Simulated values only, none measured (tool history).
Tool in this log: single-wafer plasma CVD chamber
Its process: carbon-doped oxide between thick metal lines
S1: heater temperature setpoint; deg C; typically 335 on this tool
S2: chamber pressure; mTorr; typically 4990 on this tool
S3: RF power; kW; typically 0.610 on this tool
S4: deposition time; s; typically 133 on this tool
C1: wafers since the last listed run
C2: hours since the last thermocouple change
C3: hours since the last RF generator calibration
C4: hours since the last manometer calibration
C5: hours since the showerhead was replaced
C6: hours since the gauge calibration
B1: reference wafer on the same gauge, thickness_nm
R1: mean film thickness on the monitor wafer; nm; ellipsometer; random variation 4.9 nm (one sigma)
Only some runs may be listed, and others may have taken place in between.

| run | hour | S1 | S2 | S3 | S4 | C1 | C2 | C3 | C4 | C5 | C6 | B1 | R1 |
|---|---|---|---|---|---|---|---|---|---|---|---|---|---|
| 1 | 0.0 | 335 | 5890 | 0.610 | 133 | 0 | 2127.0 | 1953.4 | 69.6 | 2445.2 | 215.3 | 824.511 | 895.218 |
| 2 | 25.3 | 335 | 4990 | 0.610 | 133 | 227 | 2152.3 | 1978.7 | 94.9 | 2470.5 | 240.6 | 823.047 | 876.482 |
| 3 | 51.0 | 335 | 4990 | 0.610 | 133 | 231 | 2178.0 | 2004.4 | 120.6 | 2496.2 | 266.3 | 825.881 | 879.424 |
| 4 | 98.8 | 335 | 4990 | 0.610 | 133 | 430 | 2225.8 | 2052.2 | 168.4 | 2544.0 | 314.1 | 825.498 | 883.963 |
|  | 119.0 | RF generator calibrated |
| 5 | 153.9 | 335 | 4990 | 0.610 | 133 | 424 | 2280.9 | 34.9 | 223.5 | 2599.1 | 369.2 | 829.281 | 878.333 |
| 6 | 214.8 | 320 | 5990 | 0.655 | 148 | 548 | 2341.8 | 95.8 | 284.4 | 2660.0 | 430.1 | 827.328 | 1127.591 |
| 7 | 244.8 | 335 | 4580 | 0.610 | 133 | 270 | 2371.8 | 125.8 | 314.4 | 2690.0 | 460.1 | 830.399 | 874.391 |
| 8 | 305.0 | 335 | 5670 | 0.610 | 133 | 542 | 2432.0 | 186.0 | 374.6 | 2750.2 | 520.3 | 833.181 | 898.201 |
|  | 315.3 | thermocouple changed; heater temperature recalibrated |
| 9 | 375.0 | 346 | 4990 | 0.490 | 133 | 558 | 59.7 | 256.0 | 444.6 | 2820.2 | 590.3 | 833.686 | 718.309 |
| 10 | 446.0 | 335 | 5890 | 0.610 | 133 | 639 | 130.7 | 327.0 | 515.6 | 2891.2 | 661.3 | 834.409 | 901.945 |
| 11 | 505.5 | 335 | 4990 | 0.610 | 133 | 535 | 190.2 | 386.5 | 575.1 | 2950.7 | 720.8 | 837.596 | 896.152 |
| 12 | 558.7 | 330 | 5830 | 0.520 | 120 | 479 | 243.4 | 439.7 | 628.3 | 3003.9 | 774.0 | 839.291 | 722.868 |
| 13 | 587.6 | 331 | 4430 | 0.520 | 122 | 260 | 272.3 | 468.6 | 657.2 | 3032.8 | 802.9 | 838.565 | 708.613 |
| 14 | 619.9 | 335 | 3830 | 0.610 | 133 | 290 | 304.6 | 500.9 | 689.5 | 3065.1 | 835.2 | 837.724 | 856.028 |
| 15 | 681.1 | 346 | 4990 | 0.490 | 133 | 551 | 365.8 | 562.1 | 750.7 | 3126.3 | 896.4 | 838.596 | 717.926 |
|  | 805.3 | showerhead replaced |
| 16 | 805.8 | 335 | 4990 | 0.610 | 133 | 1050 | 490.5 | 686.8 | 875.4 | 0.5 | 1021.1 | 842.365 | 894.195 |
|  | 829.1 | capacitance manometer re-zeroed and calibrated |
| 17 | 842.8 | 335 | 4990 | 0.645 | 120 | 261 | 527.5 | 723.8 | 13.7 | 37.5 | 1058.1 | 839.387 | 846.316 |
| 18 | 889.8 | 322 | 4580 | 0.500 | 133 | 423 | 574.5 | 770.8 | 60.7 | 84.5 | 1105.1 | 837.750 | 773.596 |
| 19 | 923.6 | 346 | 5360 | 0.575 | 121 | 304 | 608.3 | 804.6 | 94.5 | 118.3 | 1138.9 | 839.936 | 763.988 |
| 20 | 954.7 | 321 | 4040 | 0.610 | 133 | 280 | 639.4 | 835.7 | 125.6 | 149.4 | 1170.0 | 841.338 | 900.439 |
| 21 | 1004.5 | 335 | 4990 | 0.610 | 133 | 448 | 689.2 | 885.5 | 175.4 | 199.2 | 1219.8 | 842.059 | 887.618 |
|  | 1029.0 | gauge calibrated |
| 22 | 1068.6 | 335 | 4990 | 0.610 | 133 | 577 | 753.3 | 949.6 | 239.5 | 263.3 | 39.6 | 812.364 | 870.903 |
| 23 | 1135.3 | 328 | 4990 | 0.610 | 133 | 600 | 820.0 | 1016.3 | 306.2 | 330.0 | 106.3 | 818.491 | 888.908 |
| 24 | 1189.1 | 328 | 5580 | 0.545 | 124 | 484 | 873.8 | 1070.1 | 360.0 | 383.8 | 160.1 | 821.749 | 773.533 |
| 25 | 1258.6 | 335 | 4990 | 0.695 | 133 | 625 | 943.3 | 1139.6 | 429.5 | 453.3 | 229.6 | 824.062 | 976.695 |
| 26 | 1289.4 | 335 | 4990 | 0.610 | 133 | 277 | 974.1 | 1170.4 | 460.3 | 484.1 | 260.4 | 827.049 | 878.847 |
| 27 | 1326.7 | 327 | 4400 | 0.610 | 133 | 335 | 1011.4 | 1207.7 | 497.6 | 521.4 | 297.7 | 827.438 | 896.871 |

Consider 5 possible next runs. They are alternatives, not a sequence: every one starts from the tool as it was left by run 27. What does each give?
| A | 1327.1 | 325 | 4990 | 0.610 | 133 | 3 | 1011.8 | 1208.1 | 498.0 | 521.8 | 298.1 | ? | ? |
| B | 1327.1 | 335 | 5370 | 0.610 | 144 | 3 | 1011.8 | 1208.1 | 498.0 | 521.8 | 298.1 | ? | ? |
| C | 1327.1 | 340 | 4990 | 0.725 | 133 | 3 | 1011.8 | 1208.1 | 498.0 | 521.8 | 298.1 | ? | ? |
| D | 1327.1 | 335 | 3750 | 0.560 | 133 | 3 | 1011.8 | 1208.1 | 498.0 | 521.8 | 298.1 | ? | ? |
| E | 1327.1 | 329 | 5450 | 0.660 | 107 | 3 | 1011.8 | 1208.1 | 498.0 | 521.8 | 298.1 | ? | ? |

| run | B1 | R1 |
|---|---|---|
| A | 831.387 | 908.043 |
| B | 831.387 | 960.924 |
| C | 831.387 | 989.078 |
| D | 831.387 | 787.159 |
| E | 831.387 | 777.449 |
Had the tool no hidden state, the same runs would have come out as:
| run | R1 |
|---|---|
| A | 887.163 |
| B | 938.827 |
| C | 966.334 |
| D | 769.059 |
| E | 759.571 |

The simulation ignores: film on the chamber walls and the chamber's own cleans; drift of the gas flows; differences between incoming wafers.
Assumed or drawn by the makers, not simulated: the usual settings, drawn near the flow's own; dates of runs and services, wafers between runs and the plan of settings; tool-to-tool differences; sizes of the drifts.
